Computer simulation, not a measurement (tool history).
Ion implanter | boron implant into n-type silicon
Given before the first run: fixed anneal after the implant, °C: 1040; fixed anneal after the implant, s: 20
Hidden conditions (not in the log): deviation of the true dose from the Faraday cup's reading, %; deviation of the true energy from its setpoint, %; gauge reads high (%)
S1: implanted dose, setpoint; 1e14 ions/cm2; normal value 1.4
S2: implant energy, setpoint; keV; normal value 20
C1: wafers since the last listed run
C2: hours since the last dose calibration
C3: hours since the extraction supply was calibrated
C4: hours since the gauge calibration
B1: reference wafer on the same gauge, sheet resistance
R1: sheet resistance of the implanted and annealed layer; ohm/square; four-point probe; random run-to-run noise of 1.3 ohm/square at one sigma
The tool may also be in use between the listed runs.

run 1 day=0 | S1=1.15 S2=20 | C1=0 C2=982.6 C3=3895.2 C4=27.3 | B1=539.31 | R1=668.28
run 2 day=2.033 | S1=1.15 S2=20 | C1=1035 C2=1031.4 C3=3944 C4=76.1 | B1=539.05 | R1=668.04
run 3 day=4.762 | S1=1.4 S2=20 | C1=1390 C2=1096.9 C3=4009.5 C4=141.6 | B1=539.09 | R1=574.31
run 4 day=6.788 | S1=1.4 S2=20 | C1=1031 C2=1145.5 C3=4058.1 C4=190.2 | B1=539.07 | R1=576.67
run 5 day=8.312 | S1=1.4 S2=20 | C1=776 C2=1182.1 C3=4094.7 C4=226.8 | B1=539.03 | R1=575.75
run 6 day=11.254 | S1=1.31 S2=20 | C1=1498 C2=1252.7 C3=4165.3 C4=297.4 | B1=539.05 | R1=607.2
run 7 day=12.304 | S1=1.31 S2=20 | C1=534 C2=1277.9 C3=4190.5 C4=322.6 | B1=538.8 | R1=608.05
run 8 day=13.9 | S1=1.4 S2=20 | C1=812 C2=1316.2 C3=4228.8 C4=360.9 | B1=539.19 | R1=578.95
run 9 day=15.171 | S1=1.4 S2=20 | C1=647 C2=1346.7 C3=4259.3 C4=391.4 | B1=539.21 | R1=575.72
run 10 day=17.85 | S1=1.4 S2=15.5 | C1=1364 C2=1411 C3=4323.6 C4=455.7 | B1=539.06 | R1=598.57
run 11 day=19.6 | S1=1.4 S2=15.5 | C1=891 C2=1453 C3=4365.6 C4=497.7 | B1=539.09 | R1=598.81
-- day=21.796 extraction supply calibrated
run 12 day=22.254 | S1=1.51 S2=20 | C1=1182 C2=1516.7 C3=11 C4=561.4 | B1=539.32 | R1=547.02
run 13 day=24.346 | S1=1.51 S2=20 | C1=1065 C2=1566.9 C3=61.2 C4=611.6 | B1=539.15 | R1=546.07
run 14 day=27.175 | S1=1.51 S2=20 | C1=1441 C2=1634.8 C3=129.1 C4=679.5 | B1=539 | R1=545.23
-- day=29.404 gauge calibrated
run 15 day=30.008 | S1=1.05 S2=20 | C1=1443 C2=1702.8 C3=197.1 C4=14.5 | B1=539.15 | R1=724.09
run 16 day=32.167 | S1=1.4 S2=18 | C1=1099 C2=1754.6 C3=248.9 C4=66.3 | B1=539.03 | R1=592.28
run 17 day=34.996 | S1=1.4 S2=20 | C1=1441 C2=1822.5 C3=316.8 C4=134.2 | B1=538.88 | R1=585.03
-- day=35.421 Faraday cup replaced and dose calibrated
run 18 day=38.896 | S1=1.22 S2=16 | C1=1816 C2=83.4 C3=410.4 C4=227.8 | B1=538.96 | R1=647.27
run 19 day=41.85 | S1=1.4 S2=13.5 | C1=1504 C2=154.3 C3=481.3 C4=298.7 | B1=538.96 | R1=593.35
run 20 day=44.171 | S1=1.25 S2=24 | C1=1182 C2=210 C3=537 C4=354.4 | B1=538.77 | R1=598.4
run 21 day=46.45 | S1=1.1 S2=20 | C1=1160 C2=264.7 C3=591.7 C4=409.1 | B1=538.83 | R1=682.15
run 22 day=47.546 | S1=1.73 S2=16.5 | C1=558 C2=291 C3=618 C4=435.4 | B1=539.1 | R1=489.13
run 23 day=48.742 | S1=1.61 S2=23 | C1=609 C2=319.7 C3=646.7 C4=464.1 | B1=539.17 | R1=496.13
run 24 day=50.646 | S1=1.63 S2=26.5 | C1=969 C2=365.4 C3=692.4 C4=509.8 | B1=538.75 | R1=480.42
run 25 day=52.942 | S1=1.4 S2=20 | C1=1169 C2=420.5 C3=747.5 C4=564.9 | B1=538.87 | R1=569.41
run 26 day=54.875 | S1=0.99 S2=15.5 | C1=984 C2=466.9 C3=793.9 C4=611.3 | B1=538.81 | R1=771.65
run 27 day=56.371 | S1=1.24 S2=17 | C1=761 C2=502.8 C3=829.8 C4=647.2 | B1=539.06 | R1=640.11
run 28 day=57.596 | S1=1.4 S2=18 | C1=623 C2=532.2 C3=859.2 C4=676.6 | B1=539.32 | R1=576.46
run 29 day=58.783 | S1=1.67 S2=25 | C1=604 C2=560.7 C3=887.7 C4=705.1 | B1=538.9 | R1=479.2

How the hidden state differs across the entries between the runs, from the last listed run before each to the first after it:
Logged between run 11 and run 12: extraction supply calibrated (day 21.796)
  deviation of the true dose from the Faraday cup's reading, %: -3.93 -> -4.1
  measured less the result without the state, R1: +19.05 -> +18 ohm/square
Logged between run 14 and run 15: gauge calibrated (day 29.404)
  deviation of the true dose from the Faraday cup's reading, %: -4.42 -> -4.61
  measured less the result without the state, R1: +19.35 -> +25.24 ohm/square
Logged between run 17 and run 18: Faraday cup replaced and dose calibrated (day 35.421)
  deviation of the true dose from the Faraday cup's reading, %: -4.94 -> -0.221
  measured less the result without the state, R1: +22.96 -> +1.13 ohm/square
